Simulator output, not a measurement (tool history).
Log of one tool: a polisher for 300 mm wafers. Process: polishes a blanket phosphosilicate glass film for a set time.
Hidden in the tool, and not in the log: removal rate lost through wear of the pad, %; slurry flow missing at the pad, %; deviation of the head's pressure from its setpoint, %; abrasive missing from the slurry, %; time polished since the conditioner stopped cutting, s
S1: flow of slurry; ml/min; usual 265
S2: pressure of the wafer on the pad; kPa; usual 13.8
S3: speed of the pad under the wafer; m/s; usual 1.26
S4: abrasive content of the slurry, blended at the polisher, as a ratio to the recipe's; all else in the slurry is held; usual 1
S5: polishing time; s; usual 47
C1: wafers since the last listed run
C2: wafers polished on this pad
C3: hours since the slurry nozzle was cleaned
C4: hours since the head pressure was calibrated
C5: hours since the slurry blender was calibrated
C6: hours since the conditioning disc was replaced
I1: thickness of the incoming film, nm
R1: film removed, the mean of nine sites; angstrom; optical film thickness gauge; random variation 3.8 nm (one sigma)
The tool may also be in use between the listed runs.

run 1 hour=0 | S1=330 S2=13.8 S3=1.26 S4=1 S5=47 | C1=0 C2=870 C3=21.7 C4=659.4 C5=33.1 C6=42.4 | I1=2117.5 | R1=3575
run 2 hour=47.8 | S1=330 S2=13.8 S3=1.26 S4=1 S5=47 | C1=438 C2=1308 C3=69.5 C4=707.2 C5=80.9 C6=90.2 | I1=2109 | R1=3610
run 3 hour=84 | S1=330 S2=13.8 S3=1.26 S4=1 S5=47 | C1=332 C2=1640 C3=105.7 C4=743.4 C5=117.1 C6=126.4 | I1=2117.2 | R1=3643
run 4 hour=136.5 | S1=265 S2=13.8 S3=1.26 S4=1 S5=47 | C1=481 C2=2122 C3=158.2 C4=795.9 C5=169.6 C6=178.9 | I1=2134 | R1=3568
-- hour=151 worn pad replaced by a new one
run 5 hour=214.4 | S1=265 S2=10.3 S3=1.26 S4=1 S5=42 | C1=677 C2=581 C3=236.1 C4=873.8 C5=247.5 C6=256.8 | I1=2113.5 | R1=2432
run 6 hour=292.6 | S1=265 S2=10.3 S3=1.26 S4=1 S5=42 | C1=717 C2=1299 C3=314.3 C4=952 C5=325.7 C6=335 | I1=2118.7 | R1=2410
-- hour=353.2 head pressure recalibrated
-- hour=359.3 worn pad replaced by a new one
-- hour=373.4 conditioning disc replaced and pad reconditioned
-- hour=383 slurry blender recalibrated
run 7 hour=389.7 | S1=265 S2=13.8 S3=1.26 S4=1.15 S5=47 | C1=799 C2=242 C3=411.4 C4=36.5 C5=6.7 C6=16.3 | I1=2105.2 | R1=3877
-- hour=575.1 worn pad replaced by a new one
run 8 hour=632.4 | S1=340 S2=13.8 S3=1.26 S4=1 S5=59 | C1=2189 C2=525 C3=654.1 C4=279.2 C5=249.4 C6=259 | I1=2142 | R1=4638
-- hour=724.8 slurry nozzle cleaned
run 9 hour=747 | S1=335 S2=13.8 S3=1.06 S4=1.25 S5=53 | C1=1042 C2=1567 C3=22.2 C4=393.8 C5=364 C6=373.6 | I1=2154.3 | R1=4234
-- hour=756 conditioning disc replaced and pad reconditioned
run 10 hour=785.3 | S1=265 S2=10.3 S3=1.26 S4=1 S5=55 | C1=333 C2=1900 C3=60.5 C4=432.1 C5=402.3 C6=29.3 | I1=2093.4 | R1=3132
-- hour=825.3 worn pad replaced by a new one
-- hour=840.7 slurry blender recalibrated
run 11 hour=874.3 | S1=265 S2=13.8 S3=1.06 S4=1.25 S5=39 | C1=761 C2=431 C3=149.5 C4=521.1 C5=33.6 C6=118.3 | I1=2123.7 | R1=3078
run 12 hour=924 | S1=265 S2=13.8 S3=1.26 S4=0.85 S5=36 | C1=455 C2=887 C3=199.2 C4=570.8 C5=83.3 C6=168 | I1=2109.4 | R1=2424
run 13 hour=1004.2 | S1=265 S2=13.8 S3=1.26 S4=1 S5=47 | C1=735 C2=1622 C3=279.4 C4=651 C5=163.5 C6=248.2 | I1=2098.6 | R1=3629
-- hour=1037 worn pad replaced by a new one
run 14 hour=1040.4 | S1=350 S2=13.8 S3=1.42 S4=0.9 S5=39 | C1=295 C2=30 C3=315.6 C4=687.2 C5=199.7 C6=284.4 | I1=2080.6 | R1=3062
-- hour=1105.8 conditioning disc replaced and pad reconditioned
run 15 hour=1142.4 | S1=265 S2=13.8 S3=1.64 S4=1 S5=54 | C1=917 C2=948 C3=417.6 C4=789.2 C5=301.7 C6=36.6 | I1=2091.5 | R1=4712

5 ways to go on from here, each from the tool as it stands after run 15. What would each give?
run A hour=1142.8 | S1=265 S2=13.8 S3=1.26 S4=1 S5=47 | C1=3 C2=951 C3=418 C4=789.6 C5=302.1 C6=37 | I1=2129 | R1=?
run B hour=1142.8 | S1=265 S2=13.8 S3=1.44 S4=1 S5=47 | C1=3 C2=951 C3=418 C4=789.6 C5=302.1 C6=37 | I1=2129 | R1=?
run C hour=1142.8 | S1=265 S2=17.9 S3=1.1 S4=1 S5=47 | C1=3 C2=951 C3=418 C4=789.6 C5=302.1 C6=37 | I1=2129 | R1=?
run D hour=1142.8 | S1=265 S2=13.8 S3=1.14 S4=1 S5=41 | C1=3 C2=951 C3=418 C4=789.6 C5=302.1 C6=37 | I1=2129 | R1=?
run E hour=1142.8 | S1=265 S2=13.8 S3=1.48 S4=0.9 S5=51 | C1=3 C2=951 C3=418 C4=789.6 C5=302.1 C6=37 | I1=2129 | R1=?

run=A R1=3581
run=B R1=3872
run=C R1=4313
run=D R1=2952
run=E R1=3992
Without the tool's hidden state the same runs would have given:
run=A R1=3581
run=B R1=3872
run=C R1=4313
run=D R1=2952
run=E R1=3992
